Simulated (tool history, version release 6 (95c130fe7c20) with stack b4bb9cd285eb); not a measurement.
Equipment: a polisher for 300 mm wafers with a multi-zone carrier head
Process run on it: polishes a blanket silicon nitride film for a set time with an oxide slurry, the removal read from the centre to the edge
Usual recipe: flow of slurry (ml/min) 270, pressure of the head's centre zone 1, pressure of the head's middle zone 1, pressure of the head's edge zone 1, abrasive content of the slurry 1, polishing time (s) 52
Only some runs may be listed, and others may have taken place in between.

run	hour	flow of slurry (ml/min)	pressure of the head's centre zone	pressure of the head's middle zone	pressure of the head's edge zone	abrasive content of the slurry	polishing time (s)	wafers since the last listed run	wafers polished on this pad	hours since the slurry nozzle was cleaned	hours since the centre zone pressure was calibrated	hours since the edge zone pressure was calibrated	hours since the carrier head's membrane was replaced	incoming thickness of the incoming film, nm	film removed at the wafer's centre (angstrom)	film removed at mid-radius (angstrom)	film removed at the wafer's edge (angstrom)
1	0	330	0.89	1	0.93	1	60	0	887	449.3	183.6	1224.5	1202.7	328.1	488	528	537
# hour 11.7: slurry nozzle cleaned
2	15.5	270	1	1	1.09	1	52	185	1073	3.8	199.1	1240	1218.2	329.7	460	443	485
3	27.4	310	1	1	1	1	52	152	1225	15.7	211	1251.9	1230.1	335.6	472	456	459
# hour 44.5: worn pad replaced by a new one, of another model than before
4	45	270	1	1	1	1	52	174	6	33.3	228.6	1269.5	1247.7	330.6	478	477	484
5	59.3	270	1	1.1	1	1	69	183	189	47.6	242.9	1283.8	1262	327.9	637	678	633
6	74.1	270	1	0.93	1	1	52	189	379	62.4	257.7	1298.6	1276.8	330.2	468	437	475
# hour 84.8: carrier head's membrane replaced by a new one
# hour 88.1: edge zone pressure recalibrated
7	88.6	270	1	1.08	1	1	35	96	475	76.9	272.2	0.5	3.8	329.9	320	339	321
8	105.5	270	1	1	1	1	52	216	691	93.8	289.1	17.4	20.7	329.4	466	452	472
9	115.8	270	1	1	1	1	52	131	823	104.1	299.4	27.7	31	330	471	451	478
10	125.6	330	1	0.96	1	1	52	125	949	113.9	309.2	37.5	40.8	330.2	480	448	477
11	141.7	270	1	1	1	1	52	206	1155	130	325.3	53.6	56.9	331.1	468	440	457
12	149.7	270	1	1	1	1	52	102	1257	138	333.3	61.6	64.9	326.8	459	458	465
# hour 162: worn pad replaced by a new one
13	174.8	270	1	0.93	1.04	0.7	67	270	163	163.1	358.4	86.7	90	336.4	472	430	481
# hour 196: centre zone pressure recalibrated
14	225	270	1	0.92	1	1	52	617	781	213.3	29	136.9	140.2	323.6	473	430	477
15	239.9	270	1	1	1	1	52	190	972	228.2	43.9	151.8	155.1	324.1	469	463	467
16	253.6	215	1.07	0.93	1	1	42	175	1147	241.9	57.6	165.5	168.8	327.2	380	328	368
17	263.7	270	1	1	1	1	52	129	1276	252	67.7	175.6	178.9	328.4	463	443	466
# hour 274.3: worn pad replaced by a new one
18	274.8	270	1.08	1	1	1	35	90	6	263.1	78.8	186.7	190	329.4	354	316	332
19	319.5	270	1.11	1	1	1	52	572	578	307.8	123.5	231.4	234.7	328.6	530	464	478
20	328.9	350	1	0.96	1	1	52	120	698	317.2	132.9	240.8	244.1	329.8	499	464	500
21	337.1	270	1	0.88	1	1	70	105	803	325.4	141.1	249	252.3	336	627	569	641
22	348.3	270	1	1	1	1.15	63	143	947	336.6	152.3	260.2	263.5	328.3	618	602	623

Pick out some run-to-run changes in film removed at the wafer's centre (angstrom). Of each, how much would a tool without hidden state show as well, from the settings, what came in and chance, and how much is left for the hidden state and any gauge scatter not in both results compared?
The tool's hidden condition here consists of: removal rate lost through wear of the pad, %; slurry flow missing at the pad, %; deviation of the centre zone's pressure from its setpoint, %; deviation of the edge zone's pressure from its setpoint, %.
Run 3 -> 4: flow of slurry (ml/min) 310 -> 270, worn pad replaced by a new one, of another model than before. film removed at the wafer's centre (angstrom) +6: hidden state +25, all else -19.
Run 5 -> 6: pressure of the head's middle zone 1.1 -> 0.93, polishing time (s) 69 -> 52. film removed at the wafer's centre (angstrom) -169: hidden state -1, all else -168.
Run 17 -> 18: pressure of the head's centre zone 1 -> 1.08, polishing time (s) 52 -> 35, worn pad replaced by a new one. film removed at the wafer's centre (angstrom) -109: hidden state +23, all else -132.
Run 18 -> 19: pressure of the head's centre zone 1.08 -> 1.11, polishing time (s) 35 -> 52. film removed at the wafer's centre (angstrom) +176: hidden state -11, all else +187.
